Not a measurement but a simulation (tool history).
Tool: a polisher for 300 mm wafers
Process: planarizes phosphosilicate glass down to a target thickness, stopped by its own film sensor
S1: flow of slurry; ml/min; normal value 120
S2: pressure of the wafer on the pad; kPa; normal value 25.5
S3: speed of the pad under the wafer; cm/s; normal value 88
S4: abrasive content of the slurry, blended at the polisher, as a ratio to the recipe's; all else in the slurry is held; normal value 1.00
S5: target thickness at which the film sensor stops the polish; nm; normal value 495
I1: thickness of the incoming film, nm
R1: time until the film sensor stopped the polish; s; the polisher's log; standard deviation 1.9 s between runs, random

run   hour   S1    S2   S3    S4   S5      I1     R1
  1    0.0  120  25.5   88  1.00  495  1322.7  128.0
  2   16.6  120  25.5   88  1.00  495  1341.9  135.3
  3   25.7  120  25.5   88  1.00  495  1349.0  140.2
  4   36.1  120  25.5   62  1.00  374  1339.6  195.3
  5   50.9  120  25.5   88  0.85  672  1322.5  130.6
  6   66.0  120  25.5   88  1.00  274  1321.9  189.7
      77.4  -- worn pad replaced by a new one
  7   80.0  120  25.5   88  0.70  495  1312.8  187.7
  8   92.0  120  25.5   88  1.20  495  1337.2  115.9
  9  101.4  120  19.3   62  0.80  600  1329.6  237.0
 10  112.0  120  25.5   88  0.85  495  1299.0  141.4
 11  120.5  120  25.5   88  1.00  704  1328.4   99.7
     122.6  -- slurry blender recalibrated
     129.7  -- conditioning disc replaced and pad reconditioned
     130.7  -- slurry nozzle cleaned
 12  131.2  120  25.5   88  1.00  368  1333.7  155.1
 13  136.5  120  22.8   88  1.00  495  1341.9  153.7
 14  145.9   95  25.5   78  1.00  677  1331.3  124.6
 15  154.6  120  25.5   88  0.80  495  1320.9  173.4
     166.8  -- head pressure recalibrated
 16  167.3  110  25.5  106  1.00  495  1327.7  117.9
 17  171.8  120  25.5   80  0.75  495  1357.2  202.0
 18  178.5  145  25.5   88  1.00  495  1311.0  130.5
     188.0  -- worn pad replaced by a new one
 19  188.5  120  25.5   78  1.00  495  1317.7  126.2
 20  211.9   90  18.6   64  1.00  217  1346.7  290.4
 21  221.8  120  30.3  118  1.20  692  1321.7   57.1
 22  236.5  120  25.5   88  1.00  495  1327.3  127.6
 23  247.3  160  25.5   66  1.00  358  1357.8  169.3
 24  261.6  105  25.5   64  1.00  495  1319.2  169.3
 25  278.9  120  25.5   88  1.00  495  1331.1  137.7

Give the tool's hidden conditions for every run:
slurry flow missing at the pad, %: 0 in every run
abrasive missing from the slurry, %: 0 in every run
time polished since the conditioner stopped cutting, s: 0 in every run
H1: removal rate lost through wear of the pad, %
H2: deviation of the head's pressure from its setpoint, %
run     H1      H2
  1   2.07   -9.42
  2   4.15   -9.46
  3   5.64   -9.48
  4   7.63   -9.51
  5     11   -9.55
  6   15.1   -9.58
  7  0.548   -9.61
  8   0.85   -9.64
  9   1.38   -9.65
 10   2.29   -9.68
 11   3.25   -9.69
 12   4.76   -9.71
 13   5.63   -9.72
 14   7.38   -9.74
 15   9.23   -9.75
 16   12.3  -0.951
 17   13.5   -1.11
 18   15.5   -1.35
 19   1.02   -1.69
 20   1.85   -2.46
 21   2.68   -2.77
 22   4.44   -3.22
 23   6.14   -3.53
 24   8.91   -3.93
 25   13.1    -4.4
